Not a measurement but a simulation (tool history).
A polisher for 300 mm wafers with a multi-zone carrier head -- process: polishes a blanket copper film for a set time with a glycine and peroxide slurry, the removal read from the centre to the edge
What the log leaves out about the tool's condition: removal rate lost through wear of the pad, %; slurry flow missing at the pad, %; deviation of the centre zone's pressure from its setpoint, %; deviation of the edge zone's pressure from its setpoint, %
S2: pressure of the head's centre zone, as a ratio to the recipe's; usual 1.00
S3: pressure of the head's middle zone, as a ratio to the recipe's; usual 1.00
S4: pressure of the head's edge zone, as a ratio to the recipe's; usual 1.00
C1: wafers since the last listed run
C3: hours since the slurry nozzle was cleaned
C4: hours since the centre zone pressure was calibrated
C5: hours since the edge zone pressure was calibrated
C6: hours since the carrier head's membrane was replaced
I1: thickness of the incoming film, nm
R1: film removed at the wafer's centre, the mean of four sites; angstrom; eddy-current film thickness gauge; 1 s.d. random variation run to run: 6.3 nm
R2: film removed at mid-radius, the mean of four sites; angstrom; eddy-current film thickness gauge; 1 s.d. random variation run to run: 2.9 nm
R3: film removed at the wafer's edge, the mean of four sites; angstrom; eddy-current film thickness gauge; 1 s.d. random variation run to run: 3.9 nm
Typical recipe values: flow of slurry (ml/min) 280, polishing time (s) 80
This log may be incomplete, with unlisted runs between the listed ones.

run 1 hour=0.0 | flow_of_slurry_(ml/min)=310 S2=1.00 S3=1.00 S4=1.00 polishing_time_(s)=80 | C1=0 wafers_polished_on_this_pad=674 C3=102.2 C4=261.3 C5=569.4 C6=697.5 | I1=2218.1 | R1=4762 R2=4760 R3=4724
run 2 hour=48.3 | flow_of_slurry_(ml/min)=280 S2=1.00 S3=1.00 S4=1.00 polishing_time_(s)=80 | C1=444 wafers_polished_on_this_pad=1119 C3=150.5 C4=309.6 C5=617.7 C6=745.8 | I1=2198.6 | R1=4666 R2=4645 R3=4618
run 3 hour=124.3 | flow_of_slurry_(ml/min)=280 S2=1.00 S3=1.05 S4=1.00 polishing_time_(s)=80 | C1=700 wafers_polished_on_this_pad=1819 C3=226.5 C4=385.6 C5=693.7 C6=821.8 | I1=2165.0 | R1=4564 R2=4778 R3=4531
run 4 hour=178.0 | flow_of_slurry_(ml/min)=280 S2=1.00 S3=1.05 S4=1.00 polishing_time_(s)=80 | C1=494 wafers_polished_on_this_pad=2314 C3=280.2 C4=439.3 C5=747.4 C6=875.5 | I1=2152.5 | R1=4630 R2=4742 R3=4432
-- hour=206.9 worn pad replaced by a new one
run 5 hour=246.9 | flow_of_slurry_(ml/min)=280 S2=1.00 S3=1.00 S4=1.00 polishing_time_(s)=80 | C1=597 wafers_polished_on_this_pad=368 C3=349.1 C4=508.2 C5=816.3 C6=944.4 | I1=2205.3 | R1=4701 R2=4733 R3=4703
run 6 hour=297.6 | flow_of_slurry_(ml/min)=280 S2=1.00 S3=1.00 S4=1.00 polishing_time_(s)=80 | C1=467 wafers_polished_on_this_pad=835 C3=399.8 C4=558.9 C5=867.0 C6=995.1 | I1=2167.3 | R1=4746 R2=4636 R3=4605
run 7 hour=358.7 | flow_of_slurry_(ml/min)=280 S2=1.00 S3=1.00 S4=1.00 polishing_time_(s)=80 | C1=562 wafers_polished_on_this_pad=1398 C3=460.9 C4=620.0 C5=928.1 C6=1056.2 | I1=2192.9 | R1=4739 R2=4647 R3=4560
run 8 hour=446.2 | flow_of_slurry_(ml/min)=280 S2=1.00 S3=1.00 S4=1.00 polishing_time_(s)=80 | C1=806 wafers_polished_on_this_pad=2204 C3=548.4 C4=707.5 C5=1015.6 C6=1143.7 | I1=2159.0 | R1=4516 R2=4548 R3=4493
-- hour=452.2 edge zone pressure recalibrated
-- hour=488.8 worn pad replaced by a new one
run 9 hour=512.5 | flow_of_slurry_(ml/min)=280 S2=1.00 S3=1.00 S4=1.00 polishing_time_(s)=80 | C1=555 wafers_polished_on_this_pad=218 C3=614.7 C4=773.8 C5=60.3 C6=1210.0 | I1=2204.5 | R1=4393 R2=4242 R3=4296
-- hour=576.4 carrier head's membrane replaced by a new one
run 10 hour=576.9 | flow_of_slurry_(ml/min)=280 S2=1.00 S3=1.00 S4=1.00 polishing_time_(s)=80 | C1=547 wafers_polished_on_this_pad=765 C3=679.1 C4=838.2 C5=124.7 C6=0.5 | I1=2224.2 | R1=4215 R2=4206 R3=4206
run 11 hour=661.1 | flow_of_slurry_(ml/min)=205 S2=1.00 S3=1.00 S4=1.00 polishing_time_(s)=63 | C1=775 wafers_polished_on_this_pad=1541 C3=763.3 C4=922.4 C5=208.9 C6=84.7 | I1=2210.7 | R1=3097 R2=3153 R3=3131
run 12 hour=721.9 | flow_of_slurry_(ml/min)=280 S2=0.91 S3=1.00 S4=0.94 polishing_time_(s)=80 | C1=560 wafers_polished_on_this_pad=2101 C3=824.1 C4=983.2 C5=269.7 C6=145.5 | I1=2207.9 | R1=3769 R2=4135 R3=3964
-- hour=737.4 centre zone pressure recalibrated
-- hour=755.8 worn pad replaced by a new one, repeated, since the last time left the tool worse
run 13 hour=803.2 | flow_of_slurry_(ml/min)=280 S2=1.00 S3=1.00 S4=1.00 polishing_time_(s)=80 | C1=693 wafers_polished_on_this_pad=436 C3=905.4 C4=65.8 C5=351.0 C6=226.8 | I1=2199.6 | R1=4799 R2=4644 R3=4611
-- hour=874.3 slurry nozzle cleaned
run 14 hour=888.6 | flow_of_slurry_(ml/min)=380 S2=1.06 S3=1.06 S4=1.00 polishing_time_(s)=80 | C1=777 wafers_polished_on_this_pad=1213 C3=14.3 C4=151.2 C5=436.4 C6=312.2 | I1=2210.2 | R1=5114 R2=5008 R3=4687
run 15 hour=970.0 | flow_of_slurry_(ml/min)=315 S2=1.00 S3=1.07 S4=1.00 polishing_time_(s)=80 | C1=749 wafers_polished_on_this_pad=1963 C3=95.7 C4=232.6 C5=517.8 C6=393.6 | I1=2193.3 | R1=4627 R2=4833 R3=4491
-- hour=996.6 worn pad replaced by a new one
run 16 hour=1026.2 | flow_of_slurry_(ml/min)=280 S2=1.00 S3=1.00 S4=1.00 polishing_time_(s)=80 | C1=480 wafers_polished_on_this_pad=272 C3=151.9 C4=288.8 C5=574.0 C6=449.8 | I1=2194.6 | R1=4776 R2=4688 R3=4677
run 17 hour=1133.4 | flow_of_slurry_(ml/min)=280 S2=1.00 S3=1.00 S4=1.10 polishing_time_(s)=60 | C1=987 wafers_polished_on_this_pad=1259 C3=259.1 C4=396.0 C5=681.2 C6=557.0 | I1=2177.1 | R1=3528 R2=3438 R3=3565
run 18 hour=1177.9 | flow_of_slurry_(ml/min)=350 S2=1.06 S3=1.00 S4=1.03 polishing_time_(s)=80 | C1=409 wafers_polished_on_this_pad=1669 C3=303.6 C4=440.5 C5=725.7 C6=601.5 | I1=2224.5 | R1=5145 R2=4693 R3=4639
run 19 hour=1264.1 | flow_of_slurry_(ml/min)=280 S2=1.00 S3=1.00 S4=1.00 polishing_time_(s)=104 | C1=794 wafers_polished_on_this_pad=2463 C3=389.8 C4=526.7 C5=811.9 C6=687.7 | I1=2202.3 | R1=5947 R2=5831 R3=5801
run 20 hour=1304.6 | flow_of_slurry_(ml/min)=280 S2=1.00 S3=1.00 S4=1.00 polishing_time_(s)=80 | C1=373 wafers_polished_on_this_pad=2836 C3=430.3 C4=567.2 C5=852.4 C6=728.2 | I1=2178.4 | R1=4516 R2=4475 R3=4436
-- hour=1318.7 worn pad replaced by a new one
run 21 hour=1402.5 | flow_of_slurry_(ml/min)=280 S2=1.00 S3=1.04 S4=0.96 polishing_time_(s)=62 | C1=865 wafers_polished_on_this_pad=771 C3=528.2 C4=665.1 C5=950.3 C6=826.1 | I1=2155.7 | R1=3743 R2=3787 R3=3529

Each row is a separate what-if for the run after 21, all from the same tool condition, not one after another. Results?
run A hour=1403.0 | flow_of_slurry_(ml/min)=230 S2=1.00 S3=1.00 S4=1.00 polishing_time_(s)=80 | C1=4 wafers_polished_on_this_pad=776 C3=528.7 C4=665.6 C5=950.8 C6=826.6 | I1=2238.5 | R1=? R2=? R3=?
run B hour=1403.0 | flow_of_slurry_(ml/min)=355 S2=0.91 S3=1.00 S4=1.00 polishing_time_(s)=80 | C1=4 wafers_polished_on_this_pad=776 C3=528.7 C4=665.6 C5=950.8 C6=826.6 | I1=2238.5 | R1=? R2=? R3=?
run C hour=1403.0 | flow_of_slurry_(ml/min)=230 S2=1.00 S3=0.91 S4=1.00 polishing_time_(s)=67 | C1=4 wafers_polished_on_this_pad=776 C3=528.7 C4=665.6 C5=950.8 C6=826.6 | I1=2238.5 | R1=? R2=? R3=?
run D hour=1403.0 | flow_of_slurry_(ml/min)=280 S2=1.00 S3=1.00 S4=0.89 polishing_time_(s)=80 | C1=4 wafers_polished_on_this_pad=776 C3=528.7 C4=665.6 C5=950.8 C6=826.6 | I1=2238.5 | R1=? R2=? R3=?
run E hour=1403.0 | flow_of_slurry_(ml/min)=250 S2=0.97 S3=1.08 S4=1.00 polishing_time_(s)=57 | C1=4 wafers_polished_on_this_pad=776 C3=528.7 C4=665.6 C5=950.8 C6=826.6 | I1=2238.5 | R1=? R2=? R3=?

run=A R1=4621 R2=4582 R3=4538
run=B R1=4438 R2=4814 R3=4710
run=C R1=3868 R2=3546 R3=3805
run=D R1=4753 R2=4700 R3=4436
run=E R1=3236 R2=3526 R3=3258
What these runs would have given with no unlogged condition in the tool:
run=A R1=4703 R2=4663 R3=4618
run=B R1=4516 R2=4899 R3=4794
run=C R1=3936 R2=3609 R3=3873
run=D R1=4837 R2=4783 R3=4514
run=E R1=3293 R2=3588 R3=3316
